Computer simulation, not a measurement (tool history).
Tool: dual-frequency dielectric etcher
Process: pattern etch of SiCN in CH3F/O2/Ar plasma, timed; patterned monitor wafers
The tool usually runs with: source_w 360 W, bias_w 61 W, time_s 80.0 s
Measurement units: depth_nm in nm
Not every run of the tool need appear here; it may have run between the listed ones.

run,day,source_w,bias_w,time_s,wafers since the last listed run,hours since the last wet clean,hours since the last source power generator calibration,hours since the last bias power generator calibration,hours since the last upper electrode change,hours since the gauge calibration,"read-back reference wafer on the same gauge, depth_nm",depth_nm
1,0.000,360,61,80.0,0,445.3,3853.9,5182.5,3466.6,62.1,23.61,25.45
2,0.542,360,61,80.0,107,458.3,3866.9,5195.5,3479.6,75.1,23.59,25.53
3,2.042,360,61,80.0,299,494.3,3902.9,5231.5,3515.6,111.1,23.59,25.53
4,3.112,360,61,80.0,213,520.0,3928.6,5257.2,3541.3,136.8,23.60,25.53
5,3.625,360,61,80.0,102,532.3,3940.9,5269.5,3553.6,149.1,23.60,25.57
6,4.292,410,61,86.0,132,548.3,3956.9,5285.5,3569.6,165.1,23.60,28.87
7,5.396,300,61,85.0,220,574.8,3983.4,5312.0,3596.1,191.6,23.60,25.45
8,6.175,300,61,85.0,155,593.5,4002.1,5330.7,3614.8,210.3,23.61,25.43
# day 7.200: wet clean of the chamber
9,7.388,300,61,85.0,42,4.5,4031.2,5359.8,3643.9,239.4,23.60,25.02
# day 8.054: source power generator calibrated
10,8.350,360,61,80.0,158,27.6,7.1,5382.9,3667.0,262.5,23.60,25.28
11,9.504,360,61,80.0,230,55.3,34.8,5410.6,3694.7,290.2,23.59,25.27
# day 9.892: gauge calibrated
# day 11.338: upper electrode replaced
# day 11.362: bias power generator calibrated
12,11.383,270,61,93.5,170,100.4,79.9,0.5,1.1,35.8,23.59,26.52
13,11.538,310,49,80.0,30,104.1,83.6,4.2,4.8,39.5,23.61,22.49
14,12.079,360,61,96.0,107,117.1,96.6,17.2,17.8,52.5,23.59,30.35
15,12.650,360,70,58.5,113,130.8,110.3,30.9,31.5,66.2,23.61,19.30
16,14.642,360,61,80.0,397,178.6,158.1,78.7,79.3,114.0,23.59,25.35
17,15.550,360,73,56.5,181,200.4,179.9,100.5,101.1,135.8,23.60,18.96
18,16.904,360,61,96.0,269,232.9,212.4,133.0,133.6,168.3,23.59,30.53
19,17.629,430,73,86.5,144,250.3,229.8,150.4,151.0,185.7,23.60,30.97
20,18.888,330,53,80.0,250,280.5,260.0,180.6,181.2,215.9,23.60,23.61
21,19.862,360,53,80.0,194,303.9,283.4,204.0,204.6,239.3,23.59,24.43
22,21.058,330,61,62.5,238,332.6,312.1,232.7,233.3,268.0,23.60,19.27

Below are 5 alternative next runs, each starting from the tool's condition after run 22. Predict each:
A,21.075,360,61,80.0,3,333.0,312.5,233.1,233.7,268.4,?,?
B,21.075,360,61,56.5,3,333.0,312.5,233.1,233.7,268.4,?,?
C,21.075,440,65,87.5,3,333.0,312.5,233.1,233.7,268.4,?,?
D,21.075,400,46,94.5,3,333.0,312.5,233.1,233.7,268.4,?,?
E,21.075,360,53,63.5,3,333.0,312.5,233.1,233.7,268.4,?,?

run,"read-back reference wafer on the same gauge, depth_nm",depth_nm
A,23.60,25.52
B,23.60,18.02
C,23.60,30.66
D,23.60,28.99
E,23.60,19.45
Take away the tool's hidden state, keep each run's random variation, and the runs would have read:
run,depth_nm
A,25.26
B,17.84
C,30.35
D,28.70
E,19.26

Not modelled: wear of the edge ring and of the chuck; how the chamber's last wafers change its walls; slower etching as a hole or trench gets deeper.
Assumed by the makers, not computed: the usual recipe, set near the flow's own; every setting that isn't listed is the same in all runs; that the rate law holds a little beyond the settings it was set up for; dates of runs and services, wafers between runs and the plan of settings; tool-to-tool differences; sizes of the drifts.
